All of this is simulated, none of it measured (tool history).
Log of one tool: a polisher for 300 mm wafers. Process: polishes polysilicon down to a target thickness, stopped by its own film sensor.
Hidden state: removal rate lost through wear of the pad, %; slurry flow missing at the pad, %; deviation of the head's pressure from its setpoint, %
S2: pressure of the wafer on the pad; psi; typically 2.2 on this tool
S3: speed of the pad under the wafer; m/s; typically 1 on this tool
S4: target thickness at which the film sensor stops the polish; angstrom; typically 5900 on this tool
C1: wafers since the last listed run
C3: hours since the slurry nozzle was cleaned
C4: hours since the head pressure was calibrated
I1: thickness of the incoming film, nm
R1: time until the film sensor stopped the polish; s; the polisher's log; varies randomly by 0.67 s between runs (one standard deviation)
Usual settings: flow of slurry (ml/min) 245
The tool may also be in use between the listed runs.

Run 1, hour 0: usual settings; C1 0; wafers polished on this pad 2703; C3 173.3; C4 219.3; I1 921.9. Result: R1 37.7 s.
Run 2, hour 34.2: usual settings; C1 409; wafers polished on this pad 3112; C3 207.5; C4 253.5; I1 931.2. Result: R1 39 s.
Run 3, hour 89.3: usual settings; C1 659; wafers polished on this pad 3772; C3 262.6; C4 308.6; I1 941.4. Result: R1 41.6 s.
At hour 146.7: worn pad replaced by a new one.
Run 4, hour 147.2: usual settings; C1 644; wafers polished on this pad 6; C3 320.5; C4 366.5; I1 940.2. Result: R1 40.7 s.
Run 5, hour 211.5: usual settings; C1 769; wafers polished on this pad 775; C3 384.8; C4 430.8; I1 943.3. Result: R1 40.3 s.
Run 6, hour 239.4: usual settings; C1 333; wafers polished on this pad 1109; C3 412.7; C4 458.7; I1 918.1. Result: R1 37.1 s.
Run 7, hour 279.8: usual settings; C1 483; wafers polished on this pad 1592; C3 453.1; C4 499.1; I1 930.4. Result: R1 39.6 s.
Run 8, hour 324.3: usual settings; C1 532; wafers polished on this pad 2124; C3 497.6; C4 543.6; I1 920.1. Result: R1 38.3 s.
At hour 349.7: slurry nozzle cleaned.
Run 9, hour 386.8: usual settings; C1 735; wafers polished on this pad 2860; C3 37.1; C4 606.1; I1 940.2. Result: R1 40.5 s.
Run 10, hour 431.9: usual settings but S3 0.76 m/s; C1 539; wafers polished on this pad 3399; C3 82.2; C4 651.2; I1 925.5. Result: R1 50.2 s.
Run 11, hour 493.3: usual settings but S3 0.76 m/s; C1 734; wafers polished on this pad 4134; C3 143.6; C4 712.6; I1 944.9. Result: R1 52.3 s.
At hour 511.2: worn pad replaced by a new one.
Run 12, hour 538.7: usual settings but S3 0.86 m/s; C1 495; wafers polished on this pad 328; C3 189; C4 758; I1 935. Result: R1 46.3 s.
Run 13, hour 599.8: usual settings; C1 730; wafers polished on this pad 1059; C3 250.1; C4 819.1; I1 936. Result: R1 39.8 s.
Run 14, hour 629.4: usual settings; C1 354; wafers polished on this pad 1413; C3 279.7; C4 848.7; I1 920.1. Result: R1 35.8 s.
Run 15, hour 687.6: usual settings; C1 696; wafers polished on this pad 2109; C3 337.9; C4 906.9; I1 947.1. Result: R1 39.8 s.
Run 16, hour 718.7: usual settings but flow of slurry (ml/min) 310; C1 372; wafers polished on this pad 2481; C3 369; C4 938; I1 934.9. Result: R1 35.6 s.
Run 17, hour 747.9: usual settings but flow of slurry (ml/min) 310; C1 349; wafers polished on this pad 2830; C3 398.2; C4 967.2; I1 940.2. Result: R1 37.6 s.
Run 18, hour 818.3: usual settings; C1 842; wafers polished on this pad 3672; C3 468.6; C4 1037.6; I1 911.4. Result: R1 35 s.
At hour 828.3: worn pad replaced by a new one.
Run 19, hour 859.7: usual settings but S2 1.4 psi, S3 0.7 m/s; C1 447; wafers polished on this pad 375; C3 510; C4 1079; I1 928.2. Result: R1 80.5 s.
Run 20, hour 887.8: usual settings but S4 6700 angstrom; C1 336; wafers polished on this pad 711; C3 538.1; C4 1107.1; I1 929.7. Result: R1 27.6 s.
At hour 951: head pressure recalibrated.
Run 21, hour 970.8: usual settings but S2 2.6 psi, S3 1.32 m/s, S4 5350 angstrom; C1 968; wafers polished on this pad 1680; C3 621.1; C4 19.8; I1 940.3. Result: R1 31.5 s.
At hour 990: slurry nozzle cleaned.
Run 22, hour 1012: usual settings but flow of slurry (ml/min) 270; C1 480; wafers polished on this pad 2161; C3 22; C4 61; I1 946.7. Result: R1 42.2 s.
Run 23, hour 1060.2: usual settings; C1 576; wafers polished on this pad 2737; C3 70.2; C4 109.2; I1 925.5. Result: R1 41 s.
Run 24, hour 1120.3: usual settings; C1 718; wafers polished on this pad 3456; C3 130.3; C4 169.3; I1 930.1. Result: R1 39.5 s.
At hour 1176: worn pad replaced by a new one.
Run 25, hour 1184.9: usual settings but S4 4950 angstrom; C1 724; wafers polished on this pad 106; C3 194.9; C4 233.9; I1 937.1. Result: R1 52.5 s.
Run 26, hour 1252: usual settings but flow of slurry (ml/min) 320, S2 1.9 psi, S3 0.78 m/s, S4 6900 angstrom; C1 802; wafers polished on this pad 909; C3 262; C4 301; I1 932.9. Result: R1 40.1 s.
Run 27, hour 1280.5: usual settings; C1 340; wafers polished on this pad 1250; C3 290.5; C4 329.5; I1 930.5. Result: R1 40 s.
Run 28, hour 1307.6: usual settings but S2 2.8 psi; C1 324; wafers polished on this pad 1574; C3 317.6; C4 356.6; I1 917.7. Result: R1 29.8 s.
Run 29, hour 1349.2: usual settings but flow of slurry (ml/min) 220, S4 6310 angstrom; C1 497; wafers polished on this pad 2072; C3 359.2; C4 398.2; I1 926.2. Result: R1 34.4 s.
Run 30, hour 1419.8: usual settings but flow of slurry (ml/min) 185; C1 844; wafers polished on this pad 2916; C3 429.8; C4 468.8; I1 936.8. Result: R1 42.7 s.
Run 31, hour 1463.1: usual settings but flow of slurry (ml/min) 275, S4 5130 angstrom; C1 517; wafers polished on this pad 3434; C3 473.1; C4 512.1; I1 925.1. Result: R1 47.4 s.
Run 32, hour 1506.7: usual settings; C1 521; wafers polished on this pad 3956; C3 516.7; C4 555.7; I1 931.5. Result: R1 40.9 s.
At hour 1511.8: worn pad replaced by a new one.
Run 33, hour 1542.3: usual settings but flow of slurry (ml/min) 185, S4 4950 angstrom; C1 377; wafers polished on this pad 364; C3 552.3; C4 591.3; I1 928.7. Result: R1 52.7 s.
Run 34, hour 1568.5: usual settings but S2 1.4 psi, S3 0.7 m/s; C1 313; wafers polished on this pad 678; C3 578.5; C4 617.5; I1 932.1. Result: R1 88.4 s.
At hour 1607.8: slurry nozzle cleaned.
Run 35, hour 1608.3: usual settings but S2 2.6 psi, S3 1.28 m/s; C1 464; wafers polished on this pad 1142; C3 0.5; C4 657.3; I1 930.8. Result: R1 26.5 s.
Run 36, hour 1674.6: usual settings but flow of slurry (ml/min) 310; C1 793; wafers polished on this pad 1935; C3 66.8; C4 723.6; I1 947.4. Result: R1 39 s.

4 options for the next run, each taken on its own from the tool as it stands now. Forecast them:
Run A, hour 1675: usual settings but S2 1.8 psi; C1 4; wafers polished on this pad 1939; C3 67.2; C4 724; I1 936.5. Result: R1 ?.
Run B, hour 1675: usual settings but flow of slurry (ml/min) 185, S2 1.5 psi, S3 1.28 m/s; C1 4; wafers polished on this pad 1939; C3 67.2; C4 724; I1 936.5. Result: R1 ?.
Run C, hour 1675: usual settings but flow of slurry (ml/min) 280, S3 0.72 m/s, S4 5080 angstrom; C1 4; wafers polished on this pad 1939; C3 67.2; C4 724; I1 936.5. Result: R1 ?.
Run D, hour 1675: usual settings but S2 3 psi, S3 1.24 m/s, S4 4930 angstrom; C1 4; wafers polished on this pad 1939; C3 67.2; C4 724; I1 936.5. Result: R1 ?.

run    R1
  A  47.7
  B  45.9
  C  66.8
  D  30.3
With no hidden state in the tool, these same runs would have given:
run    R1
  A  50.2
  B  48.4
  C  70.3
  D  31.9

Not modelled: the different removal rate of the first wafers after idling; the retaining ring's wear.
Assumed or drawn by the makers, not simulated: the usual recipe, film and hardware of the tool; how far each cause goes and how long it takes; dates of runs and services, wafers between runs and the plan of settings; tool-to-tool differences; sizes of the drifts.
